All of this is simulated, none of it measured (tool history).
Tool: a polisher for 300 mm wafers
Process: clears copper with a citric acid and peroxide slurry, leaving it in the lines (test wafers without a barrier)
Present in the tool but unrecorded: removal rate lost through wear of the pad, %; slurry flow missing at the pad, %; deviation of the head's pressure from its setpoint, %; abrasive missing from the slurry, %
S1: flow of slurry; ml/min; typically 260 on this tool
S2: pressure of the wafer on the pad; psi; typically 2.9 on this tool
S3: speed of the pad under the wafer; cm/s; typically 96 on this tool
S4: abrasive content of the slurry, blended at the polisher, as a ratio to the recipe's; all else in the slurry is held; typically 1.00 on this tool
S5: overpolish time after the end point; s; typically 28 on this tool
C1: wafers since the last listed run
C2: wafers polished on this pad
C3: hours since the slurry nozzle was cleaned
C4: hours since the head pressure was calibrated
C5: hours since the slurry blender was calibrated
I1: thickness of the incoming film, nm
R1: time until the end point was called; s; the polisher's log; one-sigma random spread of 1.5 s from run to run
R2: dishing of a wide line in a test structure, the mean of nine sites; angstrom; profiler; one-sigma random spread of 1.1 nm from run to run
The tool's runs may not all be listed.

run	hour	S1	S2	S3	S4	S5	C1	C2	C3	C4	C5	I1	R1	R2
1	0.0	260	2.9	96	1.00	28	0	383	104.4	812.4	233.6	263.4	107.1	465
2	60.4	260	2.9	96	1.00	28	280	664	164.8	872.8	294.0	259.8	106.2	481
# hour 64.9: slurry blender recalibrated
3	111.7	260	2.9	96	1.00	28	229	893	216.1	924.1	46.8	258.9	104.4	493
4	151.8	260	2.9	96	1.00	28	186	1079	256.2	964.2	86.9	259.8	106.7	474
# hour 185.7: worn pad replaced by a new one
5	257.8	260	2.9	96	1.00	28	474	334	362.2	1070.2	192.9	260.2	113.5	482
6	327.8	260	2.9	96	1.00	28	325	660	432.2	1140.2	262.9	263.6	111.0	457
# hour 343.1: slurry blender recalibrated
7	363.3	260	2.9	108	1.00	28	155	816	467.7	1175.7	20.2	260.8	99.2	497
# hour 376.6: head pressure recalibrated
8	418.5	260	2.9	74	1.00	40	247	1063	522.9	41.9	75.4	263.9	124.1	571
# hour 454.4: worn pad replaced by a new one
9	460.0	285	2.9	96	1.00	22	174	25	564.4	83.4	116.9	256.1	93.4	417
10	503.3	285	2.9	96	1.00	22	201	227	607.7	126.7	160.2	260.4	96.8	418
11	549.9	285	2.9	96	1.00	22	216	443	654.3	173.3	206.8	263.6	100.4	417
12	578.0	190	2.1	96	1.00	44	130	574	682.4	201.4	234.9	260.1	139.2	546
# hour 609.4: slurry blender recalibrated
13	648.0	260	2.9	96	1.00	28	316	890	752.4	271.4	38.6	256.0	96.3	508
# hour 698.9: slurry nozzle cleaned
# hour 703.6: worn pad replaced by a new one, of another model than before
14	708.8	260	2.9	96	1.00	28	259	24	9.9	332.2	99.4	261.1	101.3	508
15	736.1	185	2.0	96	1.00	28	126	151	37.2	359.5	126.7	262.7	142.9	358
16	795.9	260	3.5	114	1.20	28	277	428	97.0	419.3	186.5	259.4	73.7	660
17	829.6	205	2.9	70	1.00	37	156	585	130.7	453.0	220.2	261.1	125.5	535
18	865.4	310	2.9	96	0.90	28	166	752	166.5	488.8	256.0	256.4	97.4	499
# hour 886.4: slurry blender recalibrated
19	897.3	260	2.9	96	1.00	28	138	891	198.4	520.7	10.9	257.4	102.0	488
20	940.2	260	2.9	96	1.00	28	199	1090	241.3	563.6	53.8	261.5	102.7	510
# hour 986.1: worn pad replaced by a new one
21	986.6	210	2.9	96	1.00	32	197	2	287.7	610.0	100.2	261.8	106.3	551
22	1015.6	230	2.9	124	1.00	28	134	137	316.7	639.0	129.2	258.8	87.9	554
23	1047.2	195	3.4	96	1.15	14	146	284	348.3	670.6	160.8	259.3	93.1	296

5 ways to go on from here, each from the tool as it stands after run 23. What would each give?
A	1047.7	260	2.9	118	1.00	28	2	286	348.8	671.1	161.3	262.9	?	?
B	1047.7	260	3.2	96	1.00	15	2	286	348.8	671.1	161.3	262.9	?	?
C	1047.7	260	2.9	126	1.00	28	2	286	348.8	671.1	161.3	262.9	?	?
D	1047.7	260	3.4	96	1.00	42	2	286	348.8	671.1	161.3	262.9	?	?
E	1047.7	260	2.9	96	1.10	44	2	286	348.8	671.1	161.3	262.9	?	?

run	R1	R2
A	89.3	569
B	92.8	320
C	85.9	588
D	88.5	799
E	97.1	763
Without the tool's hidden state the same runs would have given:
run	R1	R2
A	86.8	584
B	90.3	329
C	83.6	602
D	86.2	818
E	94.5	781
